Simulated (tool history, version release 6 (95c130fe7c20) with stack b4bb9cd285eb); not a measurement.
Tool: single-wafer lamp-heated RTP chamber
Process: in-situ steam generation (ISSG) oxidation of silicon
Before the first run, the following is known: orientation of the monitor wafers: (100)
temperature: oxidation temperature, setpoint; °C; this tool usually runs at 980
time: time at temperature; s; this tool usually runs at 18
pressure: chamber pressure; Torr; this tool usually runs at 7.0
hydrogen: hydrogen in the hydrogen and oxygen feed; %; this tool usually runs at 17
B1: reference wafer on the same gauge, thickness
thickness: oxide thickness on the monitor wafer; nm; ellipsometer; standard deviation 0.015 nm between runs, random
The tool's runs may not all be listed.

run 1 hour=0.0 | temperature=980 time=18 pressure=7.0 hydrogen=17 | B1=5.422 | thickness=5.075
run 2 hour=17.8 | temperature=980 time=18 pressure=7.0 hydrogen=17 | B1=5.423 | thickness=5.133
run 3 hour=30.6 | temperature=980 time=18 pressure=7.0 hydrogen=17 | B1=5.420 | thickness=5.102
run 4 hour=37.9 | temperature=994 time=18 pressure=7.0 hydrogen=11 | B1=5.419 | thickness=4.880
run 5 hour=52.0 | temperature=980 time=18 pressure=6.9 hydrogen=11 | B1=5.419 | thickness=4.626
run 6 hour=58.6 | temperature=995 time=18 pressure=7.0 hydrogen=17 | B1=5.421 | thickness=5.461
run 7 hour=72.6 | temperature=995 time=18 pressure=7.0 hydrogen=17 | B1=5.416 | thickness=5.443
run 8 hour=86.7 | temperature=995 time=18 pressure=7.0 hydrogen=17 | B1=5.413 | thickness=5.464
run 9 hour=99.8 | temperature=980 time=18 pressure=7.0 hydrogen=17 | B1=5.418 | thickness=5.161
-- hour=117.0 pressure gauge zeroed
-- hour=136.2 pyrometer window cleaned and pyrometer calibrated
run 10 hour=151.7 | temperature=980 time=18 pressure=7.0 hydrogen=17 | B1=5.422 | thickness=5.060
run 11 hour=163.6 | temperature=980 time=18 pressure=7.0 hydrogen=17 | B1=5.418 | thickness=5.067
-- hour=169.2 gauge calibrated
run 12 hour=173.3 | temperature=993 time=18 pressure=7.0 hydrogen=17 | B1=5.421 | thickness=5.280
run 13 hour=180.2 | temperature=993 time=18 pressure=7.0 hydrogen=17 | B1=5.422 | thickness=5.295
run 14 hour=197.3 | temperature=980 time=18 pressure=7.0 hydrogen=17 | B1=5.413 | thickness=5.057
-- hour=211.5 hydrogen flow controller replaced
run 15 hour=212.0 | temperature=980 time=18 pressure=7.0 hydrogen=17 | B1=5.420 | thickness=5.061
run 16 hour=223.8 | temperature=980 time=18 pressure=7.0 hydrogen=17 | B1=5.424 | thickness=5.053
run 17 hour=232.0 | temperature=992 time=18 pressure=7.5 hydrogen=11 | B1=5.422 | thickness=4.796
run 18 hour=240.3 | temperature=987 time=25 pressure=6.9 hydrogen=14 | B1=5.420 | thickness=5.809
run 19 hour=248.1 | temperature=969 time=18 pressure=7.0 hydrogen=17 | B1=5.417 | thickness=4.903
run 20 hour=255.7 | temperature=980 time=18 pressure=7.0 hydrogen=17 | B1=5.416 | thickness=5.074
run 21 hour=268.1 | temperature=980 time=18 pressure=7.9 hydrogen=17 | B1=5.416 | thickness=5.118
run 22 hour=280.7 | temperature=980 time=18 pressure=7.0 hydrogen=25 | B1=5.417 | thickness=5.612
run 23 hour=296.9 | temperature=970 time=21 pressure=7.0 hydrogen=17 | B1=5.415 | thickness=5.250
run 24 hour=308.1 | temperature=980 time=18 pressure=7.0 hydrogen=17 | B1=5.424 | thickness=5.115
run 25 hour=318.8 | temperature=986 time=18 pressure=7.0 hydrogen=17 | B1=5.420 | thickness=5.239
run 26 hour=327.0 | temperature=996 time=16 pressure=7.6 hydrogen=25 | B1=5.417 | thickness=5.673
run 27 hour=339.0 | temperature=986 time=18 pressure=7.0 hydrogen=17 | B1=5.420 | thickness=5.219
run 28 hour=345.5 | temperature=987 time=24 pressure=7.0 hydrogen=11 | B1=5.424 | thickness=5.484
run 29 hour=353.9 | temperature=973 time=25 pressure=7.9 hydrogen=27 | B1=5.420 | thickness=6.534
run 30 hour=362.6 | temperature=967 time=18 pressure=8.0 hydrogen=17 | B1=5.419 | thickness=4.970

Here are 5 independent what-if runs from the current tool condition. What would each one return?
run A hour=363.0 | temperature=980 time=18 pressure=7.0 hydrogen=17 | B1=? | thickness=?
run B hour=363.0 | temperature=998 time=13 pressure=7.0 hydrogen=25 | B1=? | thickness=?
run C hour=363.0 | temperature=980 time=15 pressure=6.9 hydrogen=17 | B1=? | thickness=?
run D hour=363.0 | temperature=980 time=15 pressure=7.0 hydrogen=17 | B1=? | thickness=?
run E hour=363.0 | temperature=980 time=14 pressure=7.0 hydrogen=17 | B1=? | thickness=?

run=A B1=5.420 thickness=5.143
run=B B1=5.420 thickness=5.253
run=C B1=5.420 thickness=4.741
run=D B1=5.420 thickness=4.747
run=E B1=5.420 thickness=4.608
Had the tool no hidden state, the same runs would have come out as:
run=A thickness=5.039
run=B thickness=5.144
run=C thickness=4.650
run=D thickness=4.657
run=E thickness=4.523

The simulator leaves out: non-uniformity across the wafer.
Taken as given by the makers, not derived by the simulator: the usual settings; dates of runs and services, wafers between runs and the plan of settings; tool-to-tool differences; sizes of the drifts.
